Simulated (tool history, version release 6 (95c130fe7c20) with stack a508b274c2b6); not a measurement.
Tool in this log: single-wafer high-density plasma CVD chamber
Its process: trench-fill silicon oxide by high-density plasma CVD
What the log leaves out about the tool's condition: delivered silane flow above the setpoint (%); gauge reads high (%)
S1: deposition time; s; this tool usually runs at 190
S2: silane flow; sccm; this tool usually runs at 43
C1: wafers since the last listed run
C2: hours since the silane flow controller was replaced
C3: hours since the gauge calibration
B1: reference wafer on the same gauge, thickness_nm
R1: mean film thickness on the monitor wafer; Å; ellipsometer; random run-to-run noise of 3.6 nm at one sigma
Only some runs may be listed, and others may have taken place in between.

{"run": 1, "hour": 0.0, "S1": 190, "S2": 45, "C1": 0, "C2": 927.0, "C3": 466.4, "B1": 881.415, "R1": 8798.69}
{"run": 2, "hour": 61.3, "S1": 190, "S2": 45, "C1": 589, "C2": 988.3, "C3": 527.7, "B1": 878.248, "R1": 8806.66}
{"run": 3, "hour": 133.1, "S1": 190, "S2": 45, "C1": 690, "C2": 1060.1, "C3": 599.5, "B1": 873.258, "R1": 8785.6}
{"run": 4, "hour": 239.7, "S1": 174, "S2": 39, "C1": 1025, "C2": 1166.7, "C3": 706.1, "B1": 869.556, "R1": 7132.93}
{"run": 5, "hour": 298.4, "S1": 172, "S2": 49, "C1": 564, "C2": 1225.4, "C3": 764.8, "B1": 866.529, "R1": 8452.33}
{"run": 6, "hour": 358.1, "S1": 190, "S2": 43, "C1": 574, "C2": 1285.1, "C3": 824.5, "B1": 862.446, "R1": 8296.48}
{"run": 7, "hour": 411.0, "S1": 190, "S2": 43, "C1": 508, "C2": 1338.0, "C3": 877.4, "B1": 857.826, "R1": 8251.06}
{"hour": 470.8, "done": "gauge calibrated"}
{"run": 8, "hour": 512.6, "S1": 190, "S2": 37, "C1": 976, "C2": 1439.6, "C3": 41.8, "B1": 888.861, "R1": 7565.5}
{"run": 9, "hour": 577.5, "S1": 190, "S2": 37, "C1": 624, "C2": 1504.5, "C3": 106.7, "B1": 888.14, "R1": 7608.95}
{"run": 10, "hour": 614.4, "S1": 205, "S2": 38, "C1": 354, "C2": 1541.4, "C3": 143.6, "B1": 889.158, "R1": 8450.99}
{"hour": 658.1, "done": "silane flow controller replaced"}
{"run": 11, "hour": 680.9, "S1": 190, "S2": 48, "C1": 562, "C2": 22.8, "C3": 210.1, "B1": 889.267, "R1": 9401.67}
{"run": 12, "hour": 737.1, "S1": 190, "S2": 49, "C1": 540, "C2": 79.0, "C3": 266.3, "B1": 886.318, "R1": 9482.07}
{"run": 13, "hour": 793.3, "S1": 163, "S2": 40, "C1": 540, "C2": 135.2, "C3": 322.5, "B1": 885.788, "R1": 6986.98}
{"run": 14, "hour": 840.1, "S1": 202, "S2": 49, "C1": 450, "C2": 182.0, "C3": 369.3, "B1": 882.433, "R1": 10032.48}
{"run": 15, "hour": 900.9, "S1": 190, "S2": 43, "C1": 584, "C2": 242.8, "C3": 430.1, "B1": 882.486, "R1": 8574.1}
{"run": 16, "hour": 953.9, "S1": 170, "S2": 40, "C1": 509, "C2": 295.8, "C3": 483.1, "B1": 882.023, "R1": 7175.67}
{"run": 17, "hour": 1059.1, "S1": 190, "S2": 43, "C1": 1011, "C2": 401.0, "C3": 588.3, "B1": 876.142, "R1": 8434.33}
{"run": 18, "hour": 1112.7, "S1": 190, "S2": 40, "C1": 515, "C2": 454.6, "C3": 641.9, "B1": 871.134, "R1": 7946.05}
{"hour": 1168.2, "done": "gauge calibrated"}
{"run": 19, "hour": 1217.0, "S1": 158, "S2": 36, "C1": 1002, "C2": 558.9, "C3": 48.8, "B1": 892.568, "R1": 6268.39}

Below, each run's measurement less what the same run would have read without the hidden state. Both values contain the same run-to-run variation, but the gauge's scatter may not be the same in both:
run=1 R1=-101.71
run=2 R1=-127.49
run=3 R1=-161.46
run=4 R1=-179.45
run=5 R1=-248.58
run=6 R1=-283.10
run=7 R1=-318.79
run=8 R1=-22.20
run=9 R1=-25.77
run=10 R1=-32.30
run=11 R1=-46.34
run=12 R1=-58.72
run=13 R1=-54.21
run=14 R1=-93.25
run=15 R1=-99.55
run=16 R1=-99.94
run=17 R1=-163.32
run=18 R1=-179.36
run=19 R1=+11.54
